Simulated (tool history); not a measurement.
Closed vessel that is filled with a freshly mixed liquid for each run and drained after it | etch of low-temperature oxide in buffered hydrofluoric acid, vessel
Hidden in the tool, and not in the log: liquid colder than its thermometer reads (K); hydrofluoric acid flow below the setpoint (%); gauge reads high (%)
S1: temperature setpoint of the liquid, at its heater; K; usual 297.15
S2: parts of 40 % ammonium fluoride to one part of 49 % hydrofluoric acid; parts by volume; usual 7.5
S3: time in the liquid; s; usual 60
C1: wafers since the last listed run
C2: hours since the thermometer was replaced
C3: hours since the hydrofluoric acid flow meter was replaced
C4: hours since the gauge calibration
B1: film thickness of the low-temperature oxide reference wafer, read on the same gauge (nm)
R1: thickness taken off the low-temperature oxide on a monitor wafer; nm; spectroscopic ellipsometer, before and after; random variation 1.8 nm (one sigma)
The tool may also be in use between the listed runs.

{"run": 1, "hour": 0.0, "S1": 300.15, "S2": 7.5, "S3": 60, "C1": 0, "C2": 1750, "C3": 12, "C4": 126.4, "B1": 139.99, "R1": 272.97}
{"run": 2, "hour": 46.7, "S1": 300.15, "S2": 7.5, "S3": 60, "C1": 5266, "C2": 1796.7, "C3": 58.7, "C4": 173.1, "B1": 140.01, "R1": 271.51}
{"run": 3, "hour": 94.5, "S1": 300.15, "S2": 7.5, "S3": 60, "C1": 5390, "C2": 1844.5, "C3": 106.5, "C4": 220.9, "B1": 140, "R1": 269.45}
{"run": 4, "hour": 150.6, "S1": 297.15, "S2": 8, "S3": 60, "C1": 6326, "C2": 1900.6, "C3": 162.6, "C4": 277, "B1": 139.99, "R1": 215.36}
{"run": 5, "hour": 216.8, "S1": 297.15, "S2": 8, "S3": 60, "C1": 7465, "C2": 1966.8, "C3": 228.8, "C4": 343.2, "B1": 140, "R1": 211.25}
{"run": 6, "hour": 272.4, "S1": 297.15, "S2": 8, "S3": 60, "C1": 6270, "C2": 2022.4, "C3": 284.4, "C4": 398.8, "B1": 140, "R1": 213.8}
{"run": 7, "hour": 313.6, "S1": 297.15, "S2": 7.5, "S3": 60, "C1": 4646, "C2": 2063.6, "C3": 325.6, "C4": 440, "B1": 139.98, "R1": 225.95}
{"run": 8, "hour": 411.0, "S1": 297.15, "S2": 7.5, "S3": 60, "C1": 10984, "C2": 2161, "C3": 423, "C4": 537.4, "B1": 140, "R1": 228.54}
{"run": 9, "hour": 504.0, "S1": 293.15, "S2": 7.5, "S3": 30, "C1": 10487, "C2": 2254, "C3": 516, "C4": 630.4, "B1": 139.99, "R1": 89.23}
{"run": 10, "hour": 561.1, "S1": 292.15, "S2": 7.5, "S3": 45, "C1": 6439, "C2": 2311.1, "C3": 573.1, "C4": 687.5, "B1": 140.03, "R1": 126.95}
{"hour": 647.7, "done": "gauge calibrated"}
{"hour": 711.8, "done": "thermometer replaced"}
{"hour": 735.8, "done": "hydrofluoric acid flow meter replaced"}
{"run": 11, "hour": 736.3, "S1": 292.65, "S2": 7.5, "S3": 60, "C1": 19532, "C2": 24.5, "C3": 0.5, "C4": 88.6, "B1": 140.01, "R1": 183.76}
{"run": 12, "hour": 826.2, "S1": 297.15, "S2": 7.5, "S3": 60, "C1": 10138, "C2": 114.4, "C3": 90.4, "C4": 178.5, "B1": 140.01, "R1": 231.59}
{"run": 13, "hour": 910.4, "S1": 297.15, "S2": 7.5, "S3": 85, "C1": 9495, "C2": 198.6, "C3": 174.6, "C4": 262.7, "B1": 139.99, "R1": 321.97}
{"run": 14, "hour": 990.4, "S1": 294.15, "S2": 7.5, "S3": 60, "C1": 9021, "C2": 278.6, "C3": 254.6, "C4": 342.7, "B1": 139.99, "R1": 195.33}
{"run": 15, "hour": 1026.9, "S1": 297.15, "S2": 7.5, "S3": 60, "C1": 4116, "C2": 315.1, "C3": 291.1, "C4": 379.2, "B1": 140, "R1": 228.13}
{"run": 16, "hour": 1128.8, "S1": 297.15, "S2": 6.5, "S3": 45, "C1": 11491, "C2": 417, "C3": 393, "C4": 481.1, "B1": 140, "R1": 196.52}
{"run": 17, "hour": 1165.7, "S1": 300.15, "S2": 6, "S3": 60, "C1": 4161, "C2": 453.9, "C3": 429.9, "C4": 518, "B1": 140, "R1": 328.07}

Forecast each of these 3 alternatives for the next run:
{"run": "A", "hour": 1166.4, "S1": 297.15, "S2": 7.5, "S3": 30, "C1": 78, "C2": 454.6, "C3": 430.6, "C4": 518.7, "B1": "?", "R1": "?"}
{"run": "B", "hour": 1166.4, "S1": 300.15, "S2": 5.5, "S3": 60, "C1": 78, "C2": 454.6, "C3": 430.6, "C4": 518.7, "B1": "?", "R1": "?"}
{"run": "C", "hour": 1166.4, "S1": 292.65, "S2": 10, "S3": 40, "C1": 78, "C2": 454.6, "C3": 430.6, "C4": 518.7, "B1": "?", "R1": "?"}

run=A B1=140.02 R1=112.05
run=B B1=140.02 R1=351.66
run=C B1=140.02 R1=89.76
Without the tool's hidden state the same runs would have given:
run=A R1=115.87
run=B R1=360.99
run=C R1=92.51
